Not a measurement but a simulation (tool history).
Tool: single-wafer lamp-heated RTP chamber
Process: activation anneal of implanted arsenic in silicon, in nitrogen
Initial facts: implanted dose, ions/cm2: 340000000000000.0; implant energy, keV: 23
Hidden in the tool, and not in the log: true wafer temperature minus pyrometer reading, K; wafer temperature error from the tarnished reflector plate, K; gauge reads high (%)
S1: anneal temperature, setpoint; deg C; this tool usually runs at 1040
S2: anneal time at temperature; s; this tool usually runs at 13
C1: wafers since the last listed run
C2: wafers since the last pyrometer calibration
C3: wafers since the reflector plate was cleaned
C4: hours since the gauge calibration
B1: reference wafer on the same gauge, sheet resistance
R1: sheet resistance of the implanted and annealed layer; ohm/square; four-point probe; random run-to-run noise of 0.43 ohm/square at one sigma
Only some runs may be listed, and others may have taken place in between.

{"run": 1, "hour": 0.0, "S1": 1040, "S2": 8, "C1": 0, "C2": 1251, "C3": 10246, "C4": 202.6, "B1": 269.09, "R1": 287.74}
{"run": 2, "hour": 34.2, "S1": 1040, "S2": 8, "C1": 460, "C2": 1712, "C3": 10706, "C4": 236.8, "B1": 269.02, "R1": 287.11}
{"run": 3, "hour": 58.1, "S1": 1040, "S2": 17, "C1": 321, "C2": 2033, "C3": 11028, "C4": 260.7, "B1": 269.08, "R1": 281.63}
{"hour": 71.2, "done": "gauge calibrated"}
{"hour": 73.6, "done": "pyrometer window cleaned and pyrometer calibrated"}
{"run": 4, "hour": 79.3, "S1": 1040, "S2": 17, "C1": 177, "C2": 76, "C3": 11205, "C4": 8.1, "B1": 268.73, "R1": 283.61}
{"run": 5, "hour": 113.7, "S1": 1040, "S2": 13, "C1": 462, "C2": 539, "C3": 11668, "C4": 42.5, "B1": 269.11, "R1": 284.79}
{"run": 6, "hour": 136.3, "S1": 1040, "S2": 13, "C1": 304, "C2": 843, "C3": 11972, "C4": 65.1, "B1": 269.13, "R1": 284.38}
{"hour": 220.2, "done": "pyrometer window cleaned and pyrometer calibrated"}
{"run": 7, "hour": 220.7, "S1": 1040, "S2": 16, "C1": 1028, "C2": 6, "C3": 13001, "C4": 149.5, "B1": 269.03, "R1": 284.93}
{"hour": 231.0, "done": "reflector plate cleaned"}
{"run": 8, "hour": 248.0, "S1": 1040, "S2": 16, "C1": 259, "C2": 266, "C3": 229, "C4": 176.8, "B1": 269.13, "R1": 283.62}
{"run": 9, "hour": 275.2, "S1": 1040, "S2": 16, "C1": 366, "C2": 632, "C3": 595, "C4": 204, "B1": 269.11, "R1": 283.01}
{"hour": 298.5, "done": "gauge calibrated"}
{"run": 10, "hour": 306.0, "S1": 1067, "S2": 9, "C1": 414, "C2": 1046, "C3": 1009, "C4": 7.5, "B1": 269.09, "R1": 283.03}
{"run": 11, "hour": 341.5, "S1": 1056, "S2": 9, "C1": 477, "C2": 1524, "C3": 1487, "C4": 43, "B1": 268.98, "R1": 284.91}
{"run": 12, "hour": 362.5, "S1": 1013, "S2": 17, "C1": 282, "C2": 1807, "C3": 1770, "C4": 64, "B1": 269.06, "R1": 285.79}
{"run": 13, "hour": 376.7, "S1": 1040, "S2": 13, "C1": 191, "C2": 1998, "C3": 1961, "C4": 78.2, "B1": 268.91, "R1": 284.95}
{"hour": 393.7, "done": "pyrometer window cleaned and pyrometer calibrated"}
{"run": 14, "hour": 399.3, "S1": 1052, "S2": 9, "C1": 196, "C2": 75, "C3": 2157, "C4": 100.8, "B1": 269.07, "R1": 287.09}
{"run": 15, "hour": 419.4, "S1": 1040, "S2": 13, "C1": 270, "C2": 346, "C3": 2428, "C4": 120.9, "B1": 269.08, "R1": 285.51}
{"run": 16, "hour": 431.9, "S1": 1024, "S2": 20, "C1": 168, "C2": 514, "C3": 2596, "C4": 133.4, "B1": 269.07, "R1": 284.41}
{"run": 17, "hour": 458.1, "S1": 1026, "S2": 8, "C1": 352, "C2": 867, "C3": 2949, "C4": 159.6, "B1": 269.09, "R1": 289.13}
{"run": 18, "hour": 474.6, "S1": 1048, "S2": 7, "C1": 222, "C2": 1089, "C3": 3171, "C4": 176.1, "B1": 269.2, "R1": 287.12}
{"run": 19, "hour": 503.8, "S1": 1056, "S2": 8, "C1": 392, "C2": 1482, "C3": 3564, "C4": 205.3, "B1": 268.92, "R1": 284.84}

Measured minus without-hidden-state, run by run (identical run-to-run variation in each term; gauge scatter may differ):
run=1 R1=-1.16
run=2 R1=-1.28
run=3 R1=-1.74
run=4 R1=-0.48
run=5 R1=-1.12
run=6 R1=-1.39
run=7 R1=-0.21
run=8 R1=-0.91
run=9 R1=-1.32
run=10 R1=-1.59
run=11 R1=-1.63
run=12 R1=-1.48
run=13 R1=-1.73
run=14 R1=-0.2
run=15 R1=-0.66
run=16 R1=-0.88
run=17 R1=-0.88
run=18 R1=-1.12
run=19 R1=-1.39
